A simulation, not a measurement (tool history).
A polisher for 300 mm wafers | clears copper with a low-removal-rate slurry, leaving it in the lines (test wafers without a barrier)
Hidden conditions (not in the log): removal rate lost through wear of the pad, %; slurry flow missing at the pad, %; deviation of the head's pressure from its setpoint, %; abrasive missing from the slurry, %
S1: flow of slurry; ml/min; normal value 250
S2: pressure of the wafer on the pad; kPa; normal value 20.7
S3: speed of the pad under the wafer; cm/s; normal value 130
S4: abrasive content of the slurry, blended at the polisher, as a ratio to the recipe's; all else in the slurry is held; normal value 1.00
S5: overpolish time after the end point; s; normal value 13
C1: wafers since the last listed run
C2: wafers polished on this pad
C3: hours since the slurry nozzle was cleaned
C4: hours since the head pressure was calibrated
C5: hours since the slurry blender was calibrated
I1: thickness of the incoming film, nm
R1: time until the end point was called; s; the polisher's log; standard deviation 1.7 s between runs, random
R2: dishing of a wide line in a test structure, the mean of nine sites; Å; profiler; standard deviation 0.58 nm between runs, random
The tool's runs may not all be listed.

run   hour   S1    S2   S3    S4  S5   C1    C2     C3     C4     C5     I1     R1   R2
  1    0.0  250  24.8  130  1.00   8    0     4  261.7  666.6  134.4  385.2   81.5  271
  2   17.4  250  20.7  130  1.00  13  172   177  279.1  684.0  151.8  388.3   97.0  351
  3   46.4  250  20.7  130  1.00  13  287   465  308.1  713.0  180.8  382.1   97.2  338
     108.1  -- slurry blender recalibrated
  4  121.6  250  20.7  130  1.00  13  726  1192  383.3  788.2   13.5  389.6  107.1  326
  5  144.8  250  20.7  130  1.00  13  230  1422  406.5  811.4   36.7  390.8  108.5  324
  6  163.3  250  20.7  130  1.00  13  183  1606  425.0  829.9   55.2  385.0  107.0  323
     179.7  -- worn pad replaced by a new one
  7  184.2  250  20.7  130  1.00  13  167    44  445.9  850.8   76.1  392.1  100.5  349
     187.8  -- head pressure recalibrated
  8  216.0  250  20.7  102  1.00  13  295   340  477.7   28.2  107.9  392.0  126.9  286
  9  245.7  250  20.7  130  1.00  13  294   635  507.4   57.9  137.6  395.6  103.2  341
 10  259.8  250  22.8  100  1.00  13  139   775  521.5   72.0  151.7  383.6  110.3  297
 11  275.2  250  20.7  130  1.00  13  152   928  536.9   87.4  167.1  390.9  103.5  329
 12  294.5  210  15.2  110  1.00  18  191  1120  556.2  106.7  186.4  394.1  170.6  290
 13  327.8  250  26.2  130  0.75  13  330  1450  589.5  140.0  219.7  383.1   89.4  361
     347.1  -- worn pad replaced by a new one
 14  349.2  295  20.7  130  1.00  13  172    21  610.9  161.4  241.1  388.3   95.9  347
     355.0  -- slurry blender recalibrated
 15  377.5  170  20.7  130  0.75  19  261   282  639.2  189.7   22.5  388.7  110.8  436
 16  413.1  250  20.7  130  1.00  13  353   635  674.8  225.3   58.1  392.8  103.6  340
 17  446.7  250  20.7  130  1.00  13  333   969  708.4  258.9   91.7  384.2   99.7  332
 18  481.9  250  20.7  166  1.20  13  349  1318  743.6  294.1  126.9  391.0   86.7  394
 19  494.9  250  20.7  154  0.90   9  129  1447  756.6  307.1  139.9  387.6   97.7  253
     499.2  -- slurry nozzle cleaned
 20  519.1  250  20.7  130  1.00  13  230  1678   19.9  331.3  164.1  390.4  109.6  303
     539.2  -- worn pad replaced by a new one
 21  554.0  250  20.7  130  0.90  13  306   146   54.8  366.2  199.0  395.2  102.7  339
 22  577.3  250  20.7  130  1.00  13  231   377   78.1  389.5  222.3  389.4   99.0  334
 23  610.0  190  15.9  130  1.00  20  324   702  110.8  422.2  255.0  390.6  138.0  374
 24  633.5  250  23.4   98  0.90  10  233   935  134.3  445.7  278.5  391.6  120.8  236
 25  652.0  250  20.7  130  1.00  13  183  1119  152.8  464.2  297.0  389.7  106.1  328
     655.0  -- slurry blender recalibrated
 26  666.3  250  20.7  130  1.00  11  122  1241  167.1  478.5   11.3  390.4  106.9  287
 27  679.1  320  27.6  130  1.00   9  127  1368  179.9  491.3   24.1  393.8   80.3  309
 28  701.6  320  20.7  112  1.00  17  223  1592  202.4  513.8   46.6  389.0  118.7  372
 29  717.5  250  20.7  130  1.00  13  157  1749  218.3  529.7   62.5  394.8  110.2  320

Predict each of these 3 candidate next runs independently; none follows another, all start after run 29:
  A  718.0  250  20.7  130  1.00  13   4  1754  218.8  530.2  63.0  393.1   ?   ?
  B  718.0  190  15.2  130  1.00  13   4  1754  218.8  530.2  63.0  393.1   ?   ?
  C  718.0  190  20.7  130  1.00  13   4  1754  218.8  530.2  63.0  393.1   ?   ?

run     R1   R2
  A  110.6  308
  B  154.1  226
  C  113.1  302
With the hidden condition removed and each run's random variation left untouched, the same runs would have given:
run     R1   R2
  A   98.3  342
  B  137.0  252
  C  100.5  335

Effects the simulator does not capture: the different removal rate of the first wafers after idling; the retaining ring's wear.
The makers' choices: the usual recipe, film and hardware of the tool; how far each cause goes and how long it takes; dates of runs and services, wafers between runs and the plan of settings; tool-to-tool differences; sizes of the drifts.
